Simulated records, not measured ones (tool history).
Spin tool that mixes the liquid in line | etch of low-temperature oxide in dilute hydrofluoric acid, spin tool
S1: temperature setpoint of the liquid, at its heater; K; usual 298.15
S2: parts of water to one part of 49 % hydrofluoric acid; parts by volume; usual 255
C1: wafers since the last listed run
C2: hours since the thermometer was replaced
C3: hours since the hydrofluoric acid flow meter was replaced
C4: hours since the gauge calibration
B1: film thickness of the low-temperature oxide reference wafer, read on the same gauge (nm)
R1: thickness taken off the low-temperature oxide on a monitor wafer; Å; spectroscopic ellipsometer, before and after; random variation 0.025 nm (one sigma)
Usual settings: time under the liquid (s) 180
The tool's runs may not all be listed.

{"run": 1, "hour": 0.0, "S1": 298.15, "S2": 255, "time under the liquid (s)": 180, "C1": 0, "C2": 2468.9, "C3": 1575.1, "C4": 131.8, "B1": 70, "R1": 105.1}
{"run": 2, "hour": 16.7, "S1": 298.15, "S2": 255, "time under the liquid (s)": 180, "C1": 154, "C2": 2485.6, "C3": 1591.8, "C4": 148.5, "B1": 69.98, "R1": 104.6}
{"run": 3, "hour": 34.6, "S1": 298.15, "S2": 255, "time under the liquid (s)": 180, "C1": 165, "C2": 2503.5, "C3": 1609.7, "C4": 166.4, "B1": 70.02, "R1": 104.6}
{"run": 4, "hour": 63.6, "S1": 298.15, "S2": 255, "time under the liquid (s)": 180, "C1": 268, "C2": 2532.5, "C3": 1638.7, "C4": 195.4, "B1": 69.99, "R1": 104.3}
{"run": 5, "hour": 77.5, "S1": 298.15, "S2": 300, "time under the liquid (s)": 95, "C1": 128, "C2": 2546.4, "C3": 1652.6, "C4": 209.3, "B1": 70.02, "R1": 44.7}
{"run": 6, "hour": 88.8, "S1": 298.15, "S2": 255, "time under the liquid (s)": 180, "C1": 104, "C2": 2557.7, "C3": 1663.9, "C4": 220.6, "B1": 69.97, "R1": 103.9}
{"run": 7, "hour": 103.1, "S1": 300.15, "S2": 200, "time under the liquid (s)": 180, "C1": 132, "C2": 2572, "C3": 1678.2, "C4": 234.9, "B1": 69.98, "R1": 151.3}
{"run": 8, "hour": 113.2, "S1": 300.15, "S2": 200, "time under the liquid (s)": 180, "C1": 93, "C2": 2582.1, "C3": 1688.3, "C4": 245, "B1": 69.98, "R1": 151.4}
{"run": 9, "hour": 121.0, "S1": 298.15, "S2": 255, "time under the liquid (s)": 180, "C1": 72, "C2": 2589.9, "C3": 1696.1, "C4": 252.8, "B1": 69.99, "R1": 103.9}
{"run": 10, "hour": 127.7, "S1": 298.15, "S2": 175, "time under the liquid (s)": 180, "C1": 61, "C2": 2596.6, "C3": 1702.8, "C4": 259.5, "B1": 70.02, "R1": 165.3}
{"run": 11, "hour": 143.3, "S1": 296.15, "S2": 255, "time under the liquid (s)": 100, "C1": 144, "C2": 2612.2, "C3": 1718.4, "C4": 275.1, "B1": 70.03, "R1": 53.4}
{"hour": 150.8, "done": "thermometer replaced"}
{"hour": 155.2, "done": "gauge calibrated"}
{"run": 12, "hour": 160.8, "S1": 298.15, "S2": 255, "time under the liquid (s)": 180, "C1": 152, "C2": 10, "C3": 1735.9, "C4": 5.6, "B1": 70.01, "R1": 112.8}
{"run": 13, "hour": 174.5, "S1": 294.15, "S2": 345, "time under the liquid (s)": 225, "C1": 126, "C2": 23.7, "C3": 1749.6, "C4": 19.3, "B1": 70.02, "R1": 82.8}
{"hour": 180.2, "done": "hydrofluoric acid flow meter replaced"}
{"run": 14, "hour": 189.3, "S1": 298.15, "S2": 255, "time under the liquid (s)": 180, "C1": 127, "C2": 38.5, "C3": 9.1, "C4": 34.1, "B1": 70.03, "R1": 121.4}
{"run": 15, "hour": 200.9, "S1": 294.65, "S2": 255, "time under the liquid (s)": 120, "C1": 107, "C2": 50.1, "C3": 20.7, "C4": 45.7, "B1": 69.99, "R1": 70.9}
{"run": 16, "hour": 217.7, "S1": 298.15, "S2": 345, "time under the liquid (s)": 180, "C1": 155, "C2": 66.9, "C3": 37.5, "C4": 62.5, "B1": 70.02, "R1": 81.5}
{"run": 17, "hour": 232.8, "S1": 293.15, "S2": 330, "time under the liquid (s)": 135, "C1": 139, "C2": 82, "C3": 52.6, "C4": 77.6, "B1": 70.02, "R1": 54.7}

The same runs without the tool's hidden state, with the same run-to-run variation:
The hidden state here: liquid colder than its thermometer reads (K); hydrofluoric acid flow below the setpoint (%); gauge reads high (%).
run=1 R1=124
run=2 R1=123.7
run=3 R1=123.8
run=4 R1=123.7
run=5 R1=53.1
run=6 R1=123.5
run=7 R1=179.9
run=8 R1=180.2
run=9 R1=123.8
run=10 R1=197.2
run=11 R1=63.9
run=12 R1=124
run=13 R1=91.4
run=14 R1=124.1
run=15 R1=72.6
run=16 R1=83.5
run=17 R1=56.1

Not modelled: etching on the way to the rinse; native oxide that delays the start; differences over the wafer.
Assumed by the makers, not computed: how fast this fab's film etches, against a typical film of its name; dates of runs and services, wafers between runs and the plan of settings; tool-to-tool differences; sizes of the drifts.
